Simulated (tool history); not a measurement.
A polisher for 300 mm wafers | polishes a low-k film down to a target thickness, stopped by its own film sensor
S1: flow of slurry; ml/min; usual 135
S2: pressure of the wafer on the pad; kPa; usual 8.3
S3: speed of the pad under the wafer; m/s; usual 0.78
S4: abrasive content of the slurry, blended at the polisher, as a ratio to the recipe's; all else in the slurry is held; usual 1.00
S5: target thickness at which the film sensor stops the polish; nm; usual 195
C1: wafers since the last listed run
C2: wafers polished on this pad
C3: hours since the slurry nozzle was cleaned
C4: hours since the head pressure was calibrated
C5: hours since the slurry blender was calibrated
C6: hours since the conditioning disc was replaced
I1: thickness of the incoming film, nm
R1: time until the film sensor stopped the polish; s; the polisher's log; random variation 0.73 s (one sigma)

Run 1, hour 0.0: usual settings; C1 0; C2 244; C3 482.7; C4 262.8; C5 88.3; C6 211.0; I1 209.6. Result: R1 71.1 s.
At hour 8.2: conditioning disc replaced and pad reconditioned.
Run 2, hour 14.5: usual settings but S1 145 ml/min; C1 130; C2 375; C3 497.2; C4 277.3; C5 102.8; C6 6.3; I1 209.0. Result: R1 67.2 s.
Run 3, hour 49.6: usual settings but S1 145 ml/min; C1 367; C2 743; C3 532.3; C4 312.4; C5 137.9; C6 41.4; I1 209.9. Result: R1 71.1 s.
Run 4, hour 82.2: usual settings but S1 145 ml/min; C1 341; C2 1084; C3 564.9; C4 345.0; C5 170.5; C6 74.0; I1 211.8. Result: R1 81.3 s.
Run 5, hour 102.3: usual settings but S2 9.0 kPa; C1 210; C2 1295; C3 585.0; C4 365.1; C5 190.6; C6 94.1; I1 210.9. Result: R1 70.3 s.
At hour 119.4: slurry blender recalibrated.
Run 6, hour 127.2: usual settings but S3 0.68 m/s; C1 239; C2 1535; C3 609.9; C4 390.0; C5 7.8; C6 119.0; I1 210.9. Result: R1 85.8 s.
At hour 131.6: head pressure recalibrated.
At hour 153.3: worn pad replaced by a new one.
Run 7, hour 157.1: usual settings but S4 0.90, S5 194 nm; C1 250; C2 39; C3 639.8; C4 25.5; C5 37.7; C6 148.9; I1 211.7. Result: R1 90.3 s.
Run 8, hour 184.3: usual settings; C1 284; C2 324; C3 667.0; C4 52.7; C5 64.9; C6 176.1; I1 207.4. Result: R1 60.0 s.
At hour 199.2: conditioning disc replaced and pad reconditioned.
At hour 201.2: slurry nozzle cleaned.
Run 9, hour 202.9: usual settings; C1 163; C2 487; C3 1.7; C4 71.3; C5 83.5; C6 3.7; I1 210.8. Result: R1 71.1 s.
Run 10, hour 220.9: usual settings but S1 95 ml/min, S3 0.52 m/s, S5 193 nm; C1 188; C2 676; C3 19.7; C4 89.3; C5 101.5; C6 21.7; I1 213.1. Result: R1 129.3 s.
At hour 282.0: slurry blender recalibrated.
Run 11, hour 289.1: usual settings but S1 155 ml/min; C1 693; C2 1369; C3 87.9; C4 157.5; C5 7.1; C6 89.9; I1 208.0. Result: R1 58.6 s.
At hour 312.5: worn pad replaced by a new one.
Run 12, hour 315.7: usual settings but S1 105 ml/min, S2 9.7 kPa, S3 0.70 m/s; C1 236; C2 33; C3 114.5; C4 184.1; C5 33.7; C6 116.5; I1 209.2. Result: R1 63.9 s.
Run 13, hour 337.4: usual settings but S3 0.70 m/s; C1 227; C2 260; C3 136.2; C4 205.8; C5 55.4; C6 138.2; I1 206.8. Result: R1 59.8 s.
Run 14, hour 349.9: usual settings but S1 110 ml/min, S2 10.3 kPa; C1 130; C2 391; C3 148.7; C4 218.3; C5 67.9; C6 150.7; I1 210.0. Result: R1 55.9 s.
At hour 383.4: conditioning disc replaced and pad reconditioned.
Run 15, hour 383.8: usual settings but S1 160 ml/min, S2 10.3 kPa, S4 0.85, S5 193 nm; C1 334; C2 725; C3 182.6; C4 252.2; C5 101.8; C6 0.4; I1 207.8. Result: R1 57.7 s.
Run 16, hour 399.1: usual settings but S1 150 ml/min, S5 193 nm; C1 160; C2 886; C3 197.9; C4 267.5; C5 117.1; C6 15.7; I1 207.9. Result: R1 68.2 s.
Run 17, hour 416.9: usual settings; C1 186; C2 1072; C3 215.7; C4 285.3; C5 134.9; C6 33.5; I1 209.2. Result: R1 65.8 s.
Run 18, hour 450.0: usual settings but S1 115 ml/min, S3 0.56 m/s; C1 346; C2 1419; C3 248.8; C4 318.4; C5 168.0; C6 66.6; I1 209.6. Result: R1 91.4 s.
At hour 459.5: head pressure recalibrated.
At hour 464.5: slurry blender recalibrated.
At hour 474.2: worn pad replaced by a new one.
Run 19, hour 542.9: usual settings but S3 0.70 m/s, S5 191 nm; C1 889; C2 719; C3 341.7; C4 83.4; C5 78.4; C6 159.5; I1 205.8. Result: R1 77.0 s.
Run 20, hour 565.2: usual settings; C1 233; C2 952; C3 364.0; C4 105.7; C5 100.7; C6 181.8; I1 210.4. Result: R1 72.3 s.
Run 21, hour 581.5: usual settings but S1 170 ml/min, S5 192 nm; C1 170; C2 1123; C3 380.3; C4 122.0; C5 117.0; C6 198.1; I1 209.3. Result: R1 78.6 s.
Run 22, hour 594.9: usual settings but S2 6.2 kPa, S3 0.60 m/s, S4 0.75; C1 140; C2 1264; C3 393.7; C4 135.4; C5 130.4; C6 211.5; I1 207.1. Result: R1 107.6 s.
At hour 599.8: conditioning disc replaced and pad reconditioned.
Run 23, hour 630.5: usual settings but S4 1.25; C1 351; C2 1615; C3 429.3; C4 171.0; C5 166.0; C6 30.7; I1 214.6. Result: R1 86.5 s.
At hour 665.0: slurry blender recalibrated.
At hour 667.1: worn pad replaced by a new one.
Run 24, hour 667.6: usual settings but S2 10.3 kPa; C1 345; C2 4; C3 466.4; C4 208.1; C5 2.6; C6 67.8; I1 213.2. Result: R1 69.6 s.
Run 25, hour 688.6: usual settings but S5 198 nm; C1 219; C2 224; C3 487.4; C4 229.1; C5 23.6; C6 88.8; I1 209.7. Result: R1 55.5 s.

What the log doesn't show, run by run:
removal rate lost through wear of the pad, %: 0 in every run
deviation of the head's pressure from its setpoint, %: 0 in every run
abrasive missing from the slurry, %: 0 in every run
time polished since the conditioner stopped cutting, s: 0 in every run
H1: slurry flow missing at the pad, %
run    H1
  1  40.9
  2  41.2
  3  41.8
  4  42.3
  5  42.5
  6  42.8
  7  43.1
  8  43.4
  9  2.94
 10  6.38
 11    17
 12  20.3
 13  22.7
 14    24
 15  27.1
 16  28.3
 17  29.7
 18  31.9
 19  36.5
 20  37.3
 21  37.9
 22  38.3
 23  39.3
 24  40.2
 25  40.6

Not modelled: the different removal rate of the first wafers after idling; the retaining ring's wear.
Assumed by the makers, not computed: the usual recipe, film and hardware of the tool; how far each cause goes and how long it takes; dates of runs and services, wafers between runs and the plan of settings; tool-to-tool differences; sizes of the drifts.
